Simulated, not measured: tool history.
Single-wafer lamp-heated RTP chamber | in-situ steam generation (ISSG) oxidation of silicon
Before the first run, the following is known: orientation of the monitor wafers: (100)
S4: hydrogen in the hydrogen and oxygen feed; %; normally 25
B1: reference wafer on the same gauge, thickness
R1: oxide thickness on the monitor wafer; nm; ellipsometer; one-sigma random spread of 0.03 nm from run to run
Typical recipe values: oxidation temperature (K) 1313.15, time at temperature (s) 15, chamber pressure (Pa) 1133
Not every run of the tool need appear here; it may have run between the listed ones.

Run 1, hour 0.0: usual settings; B1 5.315. Result: R1 5.932 nm.
Run 2, hour 13.8: usual settings; B1 5.308. Result: R1 5.884 nm.
Run 3, hour 29.4: usual settings but oxidation temperature (K) 1324.15; B1 5.318. Result: R1 6.286 nm.
Run 4, hour 38.0: usual settings but oxidation temperature (K) 1324.15; B1 5.327. Result: R1 6.276 nm.
Run 5, hour 49.5: usual settings but oxidation temperature (K) 1324.15; B1 5.308. Result: R1 6.233 nm.
Run 6, hour 57.1: usual settings but S4 20 %; B1 5.329. Result: R1 5.579 nm.
Run 7, hour 68.3: usual settings but S4 20 %; B1 5.322. Result: R1 5.582 nm.
Run 8, hour 79.4: usual settings but S4 27 %; B1 5.318. Result: R1 6.007 nm.
At hour 99.9: gauge calibrated.
At hour 101.6: pyrometer window cleaned and pyrometer calibrated.
Run 9, hour 102.1: usual settings but oxidation temperature (K) 1303.15; B1 5.313. Result: R1 5.575 nm.
Run 10, hour 102.4: usual settings but oxidation temperature (K) 1303.15; B1 5.322. Result: R1 5.619 nm.
At hour 123.0: hydrogen flow controller replaced.
Run 11, hour 123.5: usual settings; B1 5.314. Result: R1 5.888 nm.
Run 12, hour 131.0: usual settings; B1 5.326. Result: R1 5.894 nm.
Run 13, hour 143.3: usual settings; B1 5.322. Result: R1 5.826 nm.
Run 14, hour 161.2: usual settings; B1 5.309. Result: R1 5.904 nm.
Run 15, hour 172.5: usual settings but oxidation temperature (K) 1295.15, chamber pressure (Pa) 987, S4 16 %; B1 5.330. Result: R1 4.887 nm.
Run 16, hour 189.1: usual settings; B1 5.318. Result: R1 5.857 nm.
Run 17, hour 206.4: usual settings but chamber pressure (Pa) 1200; B1 5.322. Result: R1 5.801 nm.
Run 18, hour 220.8: usual settings; B1 5.319. Result: R1 5.902 nm.
Run 19, hour 236.6: usual settings but time at temperature (s) 17, S4 19 %; B1 5.315. Result: R1 5.859 nm.
Run 20, hour 282.3: usual settings; B1 5.326. Result: R1 5.879 nm.
At hour 296.0: pyrometer window cleaned and pyrometer calibrated.
At hour 299.4: pressure gauge zeroed.
Run 21, hour 299.9: usual settings; B1 5.321. Result: R1 5.865 nm.
Run 22, hour 314.8: usual settings but oxidation temperature (K) 1325.15, S4 30 %; B1 5.318. Result: R1 6.537 nm.
Run 23, hour 327.8: usual settings; B1 5.330. Result: R1 5.929 nm.
Run 24, hour 340.4: usual settings but oxidation temperature (K) 1305.15; B1 5.318. Result: R1 5.711 nm.
Run 25, hour 352.8: usual settings but S4 29 %; B1 5.322. Result: R1 6.154 nm.
Run 26, hour 366.8: usual settings but oxidation temperature (K) 1306.15, time at temperature (s) 10, chamber pressure (Pa) 1253, S4 29 %; B1 5.331. Result: R1 4.811 nm.
Run 27, hour 377.9: usual settings but time at temperature (s) 9, S4 20 %; B1 5.325. Result: R1 4.376 nm.
Run 28, hour 392.7: usual settings; B1 5.324. Result: R1 5.947 nm.
Run 29, hour 401.1: usual settings but chamber pressure (Pa) 1187, S4 32 %; B1 5.317. Result: R1 6.219 nm.
Run 30, hour 416.9: usual settings but S4 21 %; B1 5.323. Result: R1 5.614 nm.

Predict each of these 5 candidate next runs independently; none follows another, all start after run 30:
Run A, hour 417.3: usual settings; B1 ?. Result: R1 ?.
Run B, hour 417.3: usual settings but oxidation temperature (K) 1321.15, time at temperature (s) 18, chamber pressure (Pa) 987, S4 31 %; B1 ?. Result: R1 ?.
Run C, hour 417.3: usual settings but oxidation temperature (K) 1323.15, time at temperature (s) 21, chamber pressure (Pa) 1240; B1 ?. Result: R1 ?.
Run D, hour 417.3: usual settings but chamber pressure (Pa) 1080; B1 ?. Result: R1 ?.
Run E, hour 417.3: usual settings but oxidation temperature (K) 1304.15, time at temperature (s) 17, chamber pressure (Pa) 973; B1 ?. Result: R1 ?.

run     B1     R1
  A  5.321  5.906
  B  5.321  7.170
  C  5.321  7.289
  D  5.321  5.925
  E  5.321  6.036
With no hidden state in the tool, these same runs would have given:
run     R1
  A  5.906
  B  7.170
  C  7.289
  D  5.925
  E  6.036

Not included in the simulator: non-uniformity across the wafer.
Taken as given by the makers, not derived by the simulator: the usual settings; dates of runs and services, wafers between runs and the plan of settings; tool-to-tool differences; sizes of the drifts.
